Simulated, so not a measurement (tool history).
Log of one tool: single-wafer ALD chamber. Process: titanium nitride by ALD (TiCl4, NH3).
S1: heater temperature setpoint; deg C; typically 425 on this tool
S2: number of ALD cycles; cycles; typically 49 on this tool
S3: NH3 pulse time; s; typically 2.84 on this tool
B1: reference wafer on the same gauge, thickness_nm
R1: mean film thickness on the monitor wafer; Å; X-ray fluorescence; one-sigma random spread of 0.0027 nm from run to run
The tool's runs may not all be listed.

run	hour	S1	S2	S3	B1	R1
1	0.0	425	47	2.84	1.100	10.23
2	14.2	425	47	2.84	1.100	10.21
3	46.1	437	49	2.84	1.099	10.64
4	63.1	425	49	2.84	1.099	10.64
5	76.4	425	49	2.84	1.099	10.66
6	105.0	432	49	2.84	1.099	10.66
7	132.5	425	49	2.84	1.098	10.66
8	165.4	425	49	2.84	1.098	10.62
9	182.2	431	49	2.84	1.097	10.64
10	200.1	425	49	2.84	1.098	10.64
11	228.4	425	49	2.84	1.097	10.62
12	251.7	425	49	2.84	1.096	10.59
13	266.9	425	49	2.84	1.097	10.59
14	292.2	419	54	3.17	1.096	11.70
15	322.1	417	52	3.38	1.096	11.25
16	425.8	412	49	2.84	1.094	10.60
17	440.2	425	57	2.84	1.093	12.34
18	473.6	425	49	2.84	1.092	10.56
19	558.9	416	40	1.91	1.089	8.49
20	588.6	425	49	3.26	1.098	10.64
21	616.1	425	49	2.84	1.098	10.64
22	650.6	410	40	2.02	1.098	8.59
23	675.4	425	47	2.84	1.098	10.20
24	708.4	425	49	2.84	1.099	10.70
25	740.1	435	58	3.55	1.098	12.57
26	773.0	425	49	3.88	1.098	10.70
27	786.0	425	49	2.18	1.097	10.61

Withheld: 3 entries from between the runs. Position of each, and hidden state at the listed run before versus the listed run after:
After run 12, before run 13: showerhead replaced (hour 266.4)
  gauge reads high (%): -0.291 -> -0.316
  measured minus no-state result, R1: -0.03 -> -0.03 Å
After run 15, before run 16: thermocouple changed; heater temperature recalibrated (hour 401.1)
  gauge reads high (%): -0.412 -> -0.63
  measured minus no-state result, R1: -0.05 -> -0.07 Å
After run 19, before run 20: gauge calibrated (hour 584.2)
  gauge reads high (%): -0.978 -> -0.142
  measured minus no-state result, R1: -0.08 -> -0.01 Å

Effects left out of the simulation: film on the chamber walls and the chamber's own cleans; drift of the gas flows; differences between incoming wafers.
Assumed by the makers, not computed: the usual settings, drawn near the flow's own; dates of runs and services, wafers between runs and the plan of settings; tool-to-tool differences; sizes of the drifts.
